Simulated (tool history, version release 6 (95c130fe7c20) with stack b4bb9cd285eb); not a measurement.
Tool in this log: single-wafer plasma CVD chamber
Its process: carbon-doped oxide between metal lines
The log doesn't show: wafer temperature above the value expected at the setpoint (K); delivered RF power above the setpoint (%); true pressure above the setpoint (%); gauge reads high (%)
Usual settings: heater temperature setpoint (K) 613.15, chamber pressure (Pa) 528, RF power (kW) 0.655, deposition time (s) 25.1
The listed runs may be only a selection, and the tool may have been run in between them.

run	hour	heater temperature setpoint (K)	chamber pressure (Pa)	RF power (kW)	deposition time (s)	wafers since the last listed run	hours since the last thermocouple change	hours since the last RF generator calibration	hours since the last manometer calibration	hours since the showerhead was replaced	hours since the gauge calibration	read-back reference wafer on the same gauge, thickness_nm	mean film thickness on the monitor wafer (Å)
1	0.0	603.15	528	0.655	25.1	0	2450.2	1934.8	1002.1	6836.0	275.4	133.987	1647.64
2	19.1	603.15	528	0.655	25.1	687	2469.3	1953.9	1021.2	6855.1	294.5	133.791	1660.13
3	50.1	613.15	528	0.760	25.1	1115	2500.3	1984.9	1052.2	6886.1	325.5	133.940	1758.69
4	79.1	613.15	528	0.760	25.1	1043	2529.3	2013.9	1081.2	6915.1	354.5	134.037	1753.60
5	96.5	613.15	528	0.655	25.1	626	2546.7	2031.3	1098.6	6932.5	371.9	133.992	1610.38
6	114.8	613.15	528	0.655	25.1	658	2565.0	2049.6	1116.9	6950.8	390.2	133.966	1607.76
7	137.0	613.15	528	0.655	25.1	798	2587.2	2071.8	1139.1	6973.0	412.4	134.116	1602.87
# hour 175.8: showerhead replaced
8	176.3	613.15	455	0.655	25.1	1126	2626.5	2111.1	1178.4	0.5	451.7	133.893	1573.42
9	192.0	613.15	455	0.655	25.1	564	2642.2	2126.8	1194.1	16.2	467.4	133.994	1569.73
10	206.5	613.15	528	0.655	28.9	521	2656.7	2141.3	1208.6	30.7	481.9	133.975	1844.98
11	231.9	613.15	528	0.655	23.2	913	2682.1	2166.7	1234.0	56.1	507.3	134.162	1487.98
12	257.3	613.15	528	0.655	23.2	913	2707.5	2192.1	1259.4	81.5	532.7	134.113	1462.76
# hour 286.2: capacitance manometer re-zeroed and calibrated
13	286.7	613.15	528	0.655	25.1	769	2736.9	2221.5	0.5	110.9	562.1	134.076	1608.80
# hour 298.1: RF generator calibrated
14	313.5	604.15	639	0.770	21.0	676	2763.7	15.4	27.3	137.7	588.9	133.863	1575.07
15	328.0	613.15	657	0.655	25.1	521	2778.2	29.9	41.8	152.2	603.4	133.968	1666.77
16	341.6	622.15	575	0.545	21.3	489	2791.8	43.5	55.4	165.8	617.0	134.086	1192.82
17	363.1	618.15	407	0.655	25.1	773	2813.3	65.0	76.9	187.3	638.5	133.956	1530.93
# hour 377.0: thermocouple changed; heater temperature recalibrated
18	382.8	613.15	528	0.780	25.1	420	5.8	84.7	96.6	207.0	658.2	134.034	1799.05
19	398.7	613.15	528	0.655	25.1	572	21.7	100.6	112.5	222.9	674.1	134.062	1592.14
# hour 407.0: gauge calibrated
20	504.1	625.15	528	0.730	25.1	3792	127.1	206.0	217.9	328.3	97.1	133.896	1673.19
21	524.7	613.15	528	0.655	25.1	741	147.7	226.6	238.5	348.9	117.7	133.854	1597.23
22	556.7	623.15	644	0.720	22.6	1151	179.7	258.6	270.5	380.9	149.7	133.994	1556.27
23	591.0	613.15	528	0.655	25.1	1234	214.0	292.9	304.8	415.2	184.0	133.995	1591.28
24	625.4	613.15	528	0.655	25.1	1237	248.4	327.3	339.2	449.6	218.4	134.001	1607.27
25	640.7	607.15	427	0.770	28.9	550	263.7	342.6	354.5	464.9	233.7	133.956	2028.48
26	659.9	619.15	589	0.655	25.1	690	282.9	361.8	373.7	484.1	252.9	133.956	1612.13
27	694.0	603.15	528	0.555	25.1	1226	317.0	395.9	407.8	518.2	287.0	134.074	1475.57
28	710.2	613.15	528	0.540	25.1	582	333.2	412.1	424.0	534.4	303.2	134.177	1415.95
29	735.9	604.15	639	0.770	21.0	924	358.9	437.8	449.7	560.1	328.9	134.030	1578.50

Describe how what the log doesn't record of the tool's condition differs between the last listed run preceding each entry between runs and the first listed run following it.
Run 7 -> run 8: showerhead replaced (hour 175.8)
  nothing in the hidden state changes from one run to the other
Run 12 -> run 13: capacitance manometer re-zeroed and calibrated (hour 286.2)
  nothing in the hidden state changes from one run to the other
Run 13 -> run 14: RF generator calibrated (hour 298.1)
  nothing in the hidden state changes from one run to the other
Run 17 -> run 18: thermocouple changed; heater temperature recalibrated (hour 377.0)
  nothing in the hidden state changes from one run to the other
Run 19 -> run 20: gauge calibrated (hour 407.0)
  nothing in the hidden state changes from one run to the other

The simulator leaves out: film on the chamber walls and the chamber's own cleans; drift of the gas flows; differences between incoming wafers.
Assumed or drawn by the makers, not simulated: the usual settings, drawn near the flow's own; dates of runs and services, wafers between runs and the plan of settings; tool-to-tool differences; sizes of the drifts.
